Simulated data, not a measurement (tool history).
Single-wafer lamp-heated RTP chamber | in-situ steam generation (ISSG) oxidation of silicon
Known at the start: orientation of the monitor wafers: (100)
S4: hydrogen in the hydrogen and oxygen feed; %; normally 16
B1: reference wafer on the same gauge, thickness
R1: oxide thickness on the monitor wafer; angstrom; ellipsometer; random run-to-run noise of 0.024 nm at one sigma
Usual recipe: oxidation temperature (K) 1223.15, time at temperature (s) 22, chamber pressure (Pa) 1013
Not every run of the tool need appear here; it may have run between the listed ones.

run 1 hour=0.0 | oxidation_temperature_(K)=1223.15 time_at_temperature_(s)=22 chamber_pressure_(Pa)=1013 S4=16 | B1=4.835 | R1=48.72
run 2 hour=72.4 | oxidation_temperature_(K)=1223.15 time_at_temperature_(s)=22 chamber_pressure_(Pa)=1013 S4=16 | B1=4.832 | R1=48.87
run 3 hour=97.4 | oxidation_temperature_(K)=1223.15 time_at_temperature_(s)=22 chamber_pressure_(Pa)=1013 S4=16 | B1=4.828 | R1=48.89
run 4 hour=115.5 | oxidation_temperature_(K)=1223.15 time_at_temperature_(s)=22 chamber_pressure_(Pa)=1013 S4=16 | B1=4.825 | R1=48.49
run 5 hour=141.1 | oxidation_temperature_(K)=1223.15 time_at_temperature_(s)=22 chamber_pressure_(Pa)=1013 S4=16 | B1=4.831 | R1=48.63
run 6 hour=176.4 | oxidation_temperature_(K)=1223.15 time_at_temperature_(s)=22 chamber_pressure_(Pa)=1013 S4=16 | B1=4.834 | R1=48.82
run 7 hour=209.8 | oxidation_temperature_(K)=1223.15 time_at_temperature_(s)=22 chamber_pressure_(Pa)=1013 S4=16 | B1=4.820 | R1=48.70
run 8 hour=224.3 | oxidation_temperature_(K)=1223.15 time_at_temperature_(s)=22 chamber_pressure_(Pa)=1013 S4=16 | B1=4.824 | R1=48.68
run 9 hour=244.6 | oxidation_temperature_(K)=1223.15 time_at_temperature_(s)=16 chamber_pressure_(Pa)=1013 S4=16 | B1=4.827 | R1=43.07
run 10 hour=262.4 | oxidation_temperature_(K)=1223.15 time_at_temperature_(s)=16 chamber_pressure_(Pa)=1013 S4=16 | B1=4.822 | R1=42.66
run 11 hour=277.5 | oxidation_temperature_(K)=1223.15 time_at_temperature_(s)=22 chamber_pressure_(Pa)=1013 S4=16 | B1=4.840 | R1=49.17
run 12 hour=300.7 | oxidation_temperature_(K)=1234.15 time_at_temperature_(s)=22 chamber_pressure_(Pa)=1013 S4=16 | B1=4.829 | R1=50.43
run 13 hour=380.3 | oxidation_temperature_(K)=1223.15 time_at_temperature_(s)=22 chamber_pressure_(Pa)=1013 S4=12 | B1=4.829 | R1=46.04
run 14 hour=405.5 | oxidation_temperature_(K)=1229.15 time_at_temperature_(s)=30 chamber_pressure_(Pa)=1133 S4=21 | B1=4.830 | R1=61.03
run 15 hour=424.1 | oxidation_temperature_(K)=1223.15 time_at_temperature_(s)=19 chamber_pressure_(Pa)=920 S4=22 | B1=4.837 | R1=49.25
run 16 hour=452.2 | oxidation_temperature_(K)=1215.15 time_at_temperature_(s)=29 chamber_pressure_(Pa)=1147 S4=26 | B1=4.823 | R1=60.52
run 17 hour=472.8 | oxidation_temperature_(K)=1212.15 time_at_temperature_(s)=22 chamber_pressure_(Pa)=1080 S4=21 | B1=4.838 | R1=50.54
run 18 hour=501.6 | oxidation_temperature_(K)=1208.15 time_at_temperature_(s)=15 chamber_pressure_(Pa)=1013 S4=13 | B1=4.822 | R1=38.46
run 19 hour=529.3 | oxidation_temperature_(K)=1223.15 time_at_temperature_(s)=22 chamber_pressure_(Pa)=947 S4=20 | B1=4.821 | R1=51.48
run 20 hour=557.7 | oxidation_temperature_(K)=1213.15 time_at_temperature_(s)=29 chamber_pressure_(Pa)=947 S4=11 | B1=4.832 | R1=50.24
run 21 hour=581.1 | oxidation_temperature_(K)=1223.15 time_at_temperature_(s)=22 chamber_pressure_(Pa)=1013 S4=16 | B1=4.837 | R1=49.47
run 22 hour=596.7 | oxidation_temperature_(K)=1213.15 time_at_temperature_(s)=22 chamber_pressure_(Pa)=920 S4=22 | B1=4.829 | R1=51.15
run 23 hour=628.5 | oxidation_temperature_(K)=1223.15 time_at_temperature_(s)=26 chamber_pressure_(Pa)=1013 S4=16 | B1=4.827 | R1=51.49
run 24 hour=663.8 | oxidation_temperature_(K)=1203.15 time_at_temperature_(s)=22 chamber_pressure_(Pa)=1013 S4=16 | B1=4.838 | R1=45.13
run 25 hour=766.9 | oxidation_temperature_(K)=1223.15 time_at_temperature_(s)=29 chamber_pressure_(Pa)=920 S4=12 | B1=4.824 | R1=50.97
run 26 hour=781.7 | oxidation_temperature_(K)=1223.15 time_at_temperature_(s)=27 chamber_pressure_(Pa)=1013 S4=16 | B1=4.839 | R1=52.90
run 27 hour=862.3 | oxidation_temperature_(K)=1223.15 time_at_temperature_(s)=22 chamber_pressure_(Pa)=1013 S4=12 | B1=4.829 | R1=45.54
run 28 hour=880.9 | oxidation_temperature_(K)=1223.15 time_at_temperature_(s)=22 chamber_pressure_(Pa)=1013 S4=16 | B1=4.836 | R1=47.97
run 29 hour=907.0 | oxidation_temperature_(K)=1223.15 time_at_temperature_(s)=22 chamber_pressure_(Pa)=1013 S4=16 | B1=4.824 | R1=48.13
run 30 hour=940.4 | oxidation_temperature_(K)=1223.15 time_at_temperature_(s)=22 chamber_pressure_(Pa)=1013 S4=16 | B1=4.820 | R1=48.00

Missing from the log above: 4 entries noted between runs. For each, name the pair of listed runs it sits between and say how the tool's hidden condition differs from the listed run just before to the listed run just after:
Between runs 5 and 6: hydrogen flow controller replaced (hour 175.9)
  true wafer temperature minus pyrometer reading, K: 6.72 -> 7
  difference, measured minus the result without the unlogged condition, R1: +1.01 -> +1.06 angstrom
Between runs 6 and 7: gauge calibrated (hour 206.7)
  true wafer temperature minus pyrometer reading, K: 7 -> 7.26
  difference, measured minus the result without the unlogged condition, R1: +1.06 -> +1.09 angstrom
Between runs 22 and 23: pyrometer window cleaned and pyrometer calibrated (hour 614.9); pressure gauge zeroed (hour 625.1)
  true wafer temperature minus pyrometer reading, K: 10.3 -> 1.53
  difference, measured minus the result without the unlogged condition, R1: +1.56 -> +0.26 angstrom

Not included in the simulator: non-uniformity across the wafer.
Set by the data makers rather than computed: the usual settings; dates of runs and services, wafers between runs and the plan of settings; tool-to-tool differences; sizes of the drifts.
